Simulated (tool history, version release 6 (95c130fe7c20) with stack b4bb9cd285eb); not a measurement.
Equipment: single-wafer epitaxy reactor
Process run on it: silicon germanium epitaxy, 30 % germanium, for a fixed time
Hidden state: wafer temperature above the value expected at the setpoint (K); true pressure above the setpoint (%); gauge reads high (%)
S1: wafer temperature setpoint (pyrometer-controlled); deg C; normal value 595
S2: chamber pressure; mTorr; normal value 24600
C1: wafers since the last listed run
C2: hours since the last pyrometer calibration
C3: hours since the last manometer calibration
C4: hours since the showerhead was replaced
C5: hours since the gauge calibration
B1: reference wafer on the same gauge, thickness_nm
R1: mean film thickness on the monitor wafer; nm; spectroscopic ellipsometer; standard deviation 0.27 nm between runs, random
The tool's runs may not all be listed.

| run | hour | S1 | S2 | C1 | C2 | C3 | C4 | C5 | B1 | R1 |
|---|---|---|---|---|---|---|---|---|---|---|
| 1 | 0 | 595 | 24600 | 0 | 2306.4 | 2057.9 | 7934.1 | 198.5 | 60.277 | 55.808 |
| 2 | 20.1 | 595 | 24600 | 446 | 2326.5 | 2078 | 7954.2 | 218.6 | 60.349 | 55.93 |
| 3 | 36.5 | 595 | 22200 | 364 | 2342.9 | 2094.4 | 7970.6 | 235 | 60.37 | 53.543 |
| 4 | 64.3 | 595 | 22200 | 617 | 2370.7 | 2122.2 | 7998.4 | 262.8 | 60.396 | 53.887 |
| 5 | 95.9 | 595 | 24600 | 702 | 2402.3 | 2153.8 | 8030 | 294.4 | 60.324 | 55.76 |
|  | 123.2 | pyrometer calibrated |
| 6 | 123.7 | 595 | 24600 | 440 | 0.5 | 2181.6 | 8057.8 | 322.2 | 60.268 | 55.939 |
|  | 142.3 | showerhead replaced |
| 7 | 144.9 | 595 | 24600 | 293 | 21.7 | 2202.8 | 2.6 | 343.4 | 60.293 | 56.305 |
|  | 165 | capacitance manometer re-zeroed and calibrated |
| 8 | 165.5 | 595 | 24600 | 280 | 42.3 | 0.5 | 23.2 | 364 | 60.335 | 56.354 |
|  | 165.7 | gauge calibrated |
| 9 | 183.1 | 584 | 30500 | 391 | 59.9 | 18.1 | 40.8 | 17.4 | 60.209 | 50.994 |
| 10 | 207.2 | 595 | 24600 | 535 | 84 | 42.2 | 64.9 | 41.5 | 60.299 | 55.857 |
| 11 | 223.7 | 603 | 27800 | 366 | 100.5 | 58.7 | 81.4 | 58 | 60.261 | 66.868 |
| 12 | 247.3 | 585 | 20200 | 524 | 124.1 | 82.3 | 105 | 81.6 | 60.314 | 44.376 |
| 13 | 262.4 | 586 | 23000 | 335 | 139.2 | 97.4 | 120.1 | 96.7 | 60.331 | 46.799 |
| 14 | 281.5 | 607 | 29900 | 424 | 158.3 | 116.5 | 139.2 | 115.8 | 60.321 | 73.374 |
| 15 | 296.1 | 595 | 24600 | 324 | 172.9 | 131.1 | 153.8 | 130.4 | 60.244 | 55.984 |
| 16 | 324.9 | 590 | 21800 | 640 | 201.7 | 159.9 | 182.6 | 159.2 | 60.205 | 49.174 |

Give the tool's hidden conditions for every run:
wafer temperature above the value expected at the setpoint (K): 0 in every run
true pressure above the setpoint (%): 0 in every run
gauge reads high (%): 0 in every run

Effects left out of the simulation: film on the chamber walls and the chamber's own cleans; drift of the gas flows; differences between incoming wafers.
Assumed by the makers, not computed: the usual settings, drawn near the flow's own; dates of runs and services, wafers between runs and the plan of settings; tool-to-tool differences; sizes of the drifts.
